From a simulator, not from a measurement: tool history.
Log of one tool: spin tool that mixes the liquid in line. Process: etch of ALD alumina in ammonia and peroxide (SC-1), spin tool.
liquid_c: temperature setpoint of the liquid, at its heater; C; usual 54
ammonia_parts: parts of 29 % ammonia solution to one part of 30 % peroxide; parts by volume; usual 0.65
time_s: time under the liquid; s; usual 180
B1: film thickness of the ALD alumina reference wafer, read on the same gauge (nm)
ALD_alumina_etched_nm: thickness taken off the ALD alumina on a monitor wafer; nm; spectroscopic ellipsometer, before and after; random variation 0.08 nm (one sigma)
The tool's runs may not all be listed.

Run 1, hour 0: usual settings; B1 80. Result: ALD_alumina_etched_nm 11.93 nm.
Run 2, hour 8.9: usual settings but time_s 225 s; B1 79.99. Result: ALD_alumina_etched_nm 14.93 nm.
Run 3, hour 15.6: usual settings but ammonia_parts 0.85 parts by volume; B1 80.05. Result: ALD_alumina_etched_nm 12.19 nm.
Run 4, hour 29: usual settings but ammonia_parts 0.85 parts by volume; B1 80.02. Result: ALD_alumina_etched_nm 12.21 nm.
Run 5, hour 46.9: usual settings but liquid_c 48 C, ammonia_parts 0.95 parts by volume, time_s 145 s; B1 80.01. Result: ALD_alumina_etched_nm 7.19 nm.
Run 6, hour 63.9: usual settings but liquid_c 60.5 C, ammonia_parts 0.8 parts by volume, time_s 270 s; B1 80.02. Result: ALD_alumina_etched_nm 25.96 nm.
Run 7, hour 76.3: usual settings; B1 79.97. Result: ALD_alumina_etched_nm 11.95 nm.
Run 8, hour 87.6: usual settings but liquid_c 46 C, ammonia_parts 0.8 parts by volume; B1 80.03. Result: ALD_alumina_etched_nm 7.86 nm.
Run 9, hour 100: usual settings but ammonia_parts 0.75 parts by volume, time_s 235 s; B1 79.98. Result: ALD_alumina_etched_nm 15.64 nm.
Run 10, hour 112.7: usual settings but liquid_c 57.5 C, time_s 280 s; B1 79.98. Result: ALD_alumina_etched_nm 22.64 nm.
Run 11, hour 122: usual settings but ammonia_parts 0.75 parts by volume, time_s 235 s; B1 80.04. Result: ALD_alumina_etched_nm 15.83 nm.
Run 12, hour 136.7: usual settings but liquid_c 51.5 C, ammonia_parts 0.75 parts by volume, time_s 290 s; B1 79.99. Result: ALD_alumina_etched_nm 17.08 nm.
Run 13, hour 148: usual settings; B1 80. Result: ALD_alumina_etched_nm 11.91 nm.
Run 14, hour 197.2: usual settings but liquid_c 51.5 C, ammonia_parts 0.75 parts by volume, time_s 290 s; B1 80.01. Result: ALD_alumina_etched_nm 20.98 nm.
Run 15, hour 209.9: usual settings but ammonia_parts 0.9 parts by volume, time_s 110 s; B1 80.01. Result: ALD_alumina_etched_nm 9.23 nm.
Run 16, hour 225.3: usual settings but time_s 150 s; B1 79.97. Result: ALD_alumina_etched_nm 10.83 nm.
Run 17, hour 249.1: usual settings but liquid_c 57 C, ammonia_parts 0.8 parts by volume; B1 80. Result: ALD_alumina_etched_nm 15.47 nm.
Run 18, hour 261.7: usual settings but liquid_c 61.5 C, time_s 120 s; B1 80.06. Result: ALD_alumina_etched_nm 12.76 nm.
Run 19, hour 276: usual settings; B1 80.01. Result: ALD_alumina_etched_nm 12.93 nm.
Run 20, hour 289.6: usual settings but liquid_c 57 C, ammonia_parts 0.75 parts by volume, time_s 225 s; B1 80.02. Result: ALD_alumina_etched_nm 19.09 nm.
Run 21, hour 300.7: usual settings but liquid_c 57.5 C, ammonia_parts 0.9 parts by volume, time_s 215 s; B1 80. Result: ALD_alumina_etched_nm 19.01 nm.
Run 22, hour 310: usual settings but liquid_c 49 C, ammonia_parts 0.4 parts by volume, time_s 120 s; B1 80.01. Result: ALD_alumina_etched_nm 6.22 nm.
Run 23, hour 321.9: usual settings; B1 80.02. Result: ALD_alumina_etched_nm 12.98 nm.
Run 24, hour 335: usual settings but liquid_c 59.5 C, ammonia_parts 0.9 parts by volume, time_s 135 s; B1 79.99. Result: ALD_alumina_etched_nm 13.48 nm.
Run 25, hour 342.5: usual settings; B1 79.99. Result: ALD_alumina_etched_nm 12.86 nm.
Run 26, hour 349.3: usual settings but liquid_c 59.5 C, ammonia_parts 0.5 parts by volume, time_s 250 s; B1 79.99. Result: ALD_alumina_etched_nm 23.36 nm.

Taken out of this log: 5 entries between the listed runs. Where each belongs, and how the hidden state differs across it:
Between runs 10 and 11: gauge calibrated (hour 120.3)
  liquid hotter than its thermometer reads (K): 2.46 -> 2.47; temperature lost on the way to the wafer (K): 4.3 -> 4.31
  measured less the result without the state, ALD_alumina_etched_nm: -2.3 -> -1.64 nm
Between runs 13 and 14: ammonia flow meter replaced (hour 178.1); heated supply line repaired (hour 186.5)
  liquid hotter than its thermometer reads (K): 2.5 -> 2.56; temperature lost on the way to the wafer (K): 4.33 -> 0.499
  measured less the result without the state, ALD_alumina_etched_nm: -1.23 -> +2.21 nm
Between runs 14 and 15: new drum of ammonia solution connected (hour 199.9)
  liquid hotter than its thermometer reads (K): 2.56 -> 2.58; temperature lost on the way to the wafer (K): 0.499 -> 0.513
  measured less the result without the state, ALD_alumina_etched_nm: +2.21 -> +0.96 nm
Between runs 15 and 16: thermometer replaced (hour 217.7)
  liquid hotter than its thermometer reads (K): 2.58 -> 0.146; temperature lost on the way to the wafer (K): 0.513 -> 0.529
  measured less the result without the state, ALD_alumina_etched_nm: +0.96 -> -0.22 nm
